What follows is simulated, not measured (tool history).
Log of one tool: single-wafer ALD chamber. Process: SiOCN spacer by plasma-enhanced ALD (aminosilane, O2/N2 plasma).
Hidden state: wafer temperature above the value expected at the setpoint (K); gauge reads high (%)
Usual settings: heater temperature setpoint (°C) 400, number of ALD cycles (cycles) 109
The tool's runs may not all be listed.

run,hour,heater temperature setpoint (°C),number of ALD cycles (cycles),wafers since the last listed run,hours since the last thermocouple change,hours since the gauge calibration,"read-back reference wafer on the same gauge, thickness_nm",mean film thickness on the monitor wafer (Å)
1,0,400,109,0,2213.4,354.5,7.037,70.07
2,106.7,400,109,286,2320.1,461.2,7.053,70.14
3,130.9,400,109,65,2344.3,485.4,7.059,70.12
4,152.3,400,109,57,2365.7,506.8,7.052,70.15
5,190.8,400,109,103,2404.2,545.3,7.056,70.4
6,261.8,400,109,190,2475.2,616.3,7.062,70.07
7,288.5,400,109,71,2501.9,643,7.062,70.34
8,319.3,400,109,82,2532.7,673.8,7.059,70.44
9,347.1,400,109,74,2560.5,701.6,7.062,70.53
# hour 353.6: gauge calibrated
10,371.4,400,109,65,2584.8,17.8,6.905,68.8
11,385.9,410,109,38,2599.3,32.3,6.918,67.31
12,414.7,410,109,77,2628.1,61.1,6.928,67.49
13,441.5,400,116,72,2654.9,87.9,6.949,73.66
14,455,400,116,36,2668.4,101.4,6.955,73.62
15,469,400,116,37,2682.4,115.4,6.963,73.57
16,503.8,400,109,93,2717.2,150.2,6.97,69.4
17,533.5,405,124,79,2746.9,179.9,6.979,78
18,555.5,400,121,59,2768.9,201.9,6.989,77.42
# hour 587.1: thermocouple changed; heater temperature recalibrated
19,587.6,391,109,64,0.5,234,6.997,69.74
20,609.1,400,109,57,22,255.5,6.999,69.81
21,640.5,411,120,84,53.4,286.9,7.005,74.64
22,659.5,400,109,51,72.4,305.9,7.015,69.75
23,709.1,393,119,133,122,355.5,7.019,76.39
24,739,406,109,80,151.9,385.4,7.023,68.7
25,751,400,109,32,163.9,397.4,7.027,69.84
26,771,393,123,53,183.9,417.4,7.022,78.83
27,790.2,400,109,51,203.1,436.6,7.026,70.13
28,818.7,406,126,76,231.6,465.1,7.031,79.93
29,833,387,89,38,245.9,479.4,7.031,57.11
30,864.9,400,109,85,277.8,511.3,7.037,70.16

What the log doesn't show, run by run:
wafer temperature above the value expected at the setpoint (K): 0 in every run
H1: gauge reads high (%)
run,H1
1,1.86
2,2.03
3,2.06
4,2.09
5,2.12
6,2.18
7,2.19
8,2.21
9,2.22
10,-0.0268
11,0.101
12,0.331
13,0.52
14,0.607
15,0.692
16,0.882
17,1.02
18,1.11
19,1.23
20,1.31
21,1.4
22,1.45
23,1.56
24,1.62
25,1.64
26,1.67
27,1.7
28,1.74
29,1.75
30,1.79
